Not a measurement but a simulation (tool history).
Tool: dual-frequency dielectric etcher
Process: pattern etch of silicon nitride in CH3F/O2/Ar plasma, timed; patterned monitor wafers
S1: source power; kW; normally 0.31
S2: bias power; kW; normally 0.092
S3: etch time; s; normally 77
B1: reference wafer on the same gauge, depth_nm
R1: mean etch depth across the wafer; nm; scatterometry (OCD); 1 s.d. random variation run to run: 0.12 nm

| run | hour | S1 | S2 | S3 | B1 | R1 |
|---|---|---|---|---|---|---|
| 1 | 0 | 0.31 | 0.092 | 91 | 58.4 | 59.5 |
| 2 | 192.8 | 0.31 | 0.092 | 91 | 58.4 | 59.4 |
|  | 292.8 | wet clean of the chamber |
| 3 | 295.5 | 0.31 | 0.092 | 93.5 | 58.4 | 62 |
| 4 | 344.5 | 0.31 | 0.092 | 77 | 58.4 | 50.8 |
|  | 401.2 | gauge calibrated |
| 5 | 435.8 | 0.31 | 0.092 | 77 | 58.4 | 50.8 |
| 6 | 477.9 | 0.31 | 0.092 | 77 | 58.4 | 50.9 |
| 7 | 546.5 | 0.31 | 0.092 | 77 | 58.4 | 50.7 |
| 8 | 643.4 | 0.24 | 0.071 | 63.5 | 58.4 | 33.6 |
|  | 649.7 | source power generator calibrated |
| 9 | 699.6 | 0.31 | 0.092 | 77 | 58.4 | 50 |
|  | 772 | bias power generator calibrated |
| 10 | 776.1 | 0.24 | 0.071 | 63.5 | 58.4 | 32.8 |
|  | 821.8 | wet clean of the chamber |
| 11 | 828.1 | 0.39 | 0.079 | 77 | 58.4 | 51.2 |
|  | 903.1 | upper electrode replaced |
| 12 | 918.7 | 0.31 | 0.092 | 70 | 58.4 | 45.4 |
| 13 | 990.8 | 0.34 | 0.101 | 91.5 | 58.4 | 64.2 |
| 14 | 1035.8 | 0.31 | 0.107 | 77 | 58.4 | 53.7 |
| 15 | 1138.9 | 0.31 | 0.092 | 97 | 58.4 | 62.8 |

Had the tool no unlogged condition, and each run kept its random variation, what would the results have been?
The hidden state here: etch rate over this chamber's usual, %; source power that arrives over what is set, %; bias power that arrives over what is set, %; gauge reads high (%).
| run | R1 |
|---|---|
| 1 | 59.3 |
| 2 | 59.3 |
| 3 | 61.1 |
| 4 | 50.1 |
| 5 | 50.1 |
| 6 | 50.2 |
| 7 | 50 |
| 8 | 33.2 |
| 9 | 50.4 |
| 10 | 33.1 |
| 11 | 51.2 |
| 12 | 45.5 |
| 13 | 64.5 |
| 14 | 54 |
| 15 | 63.2 |
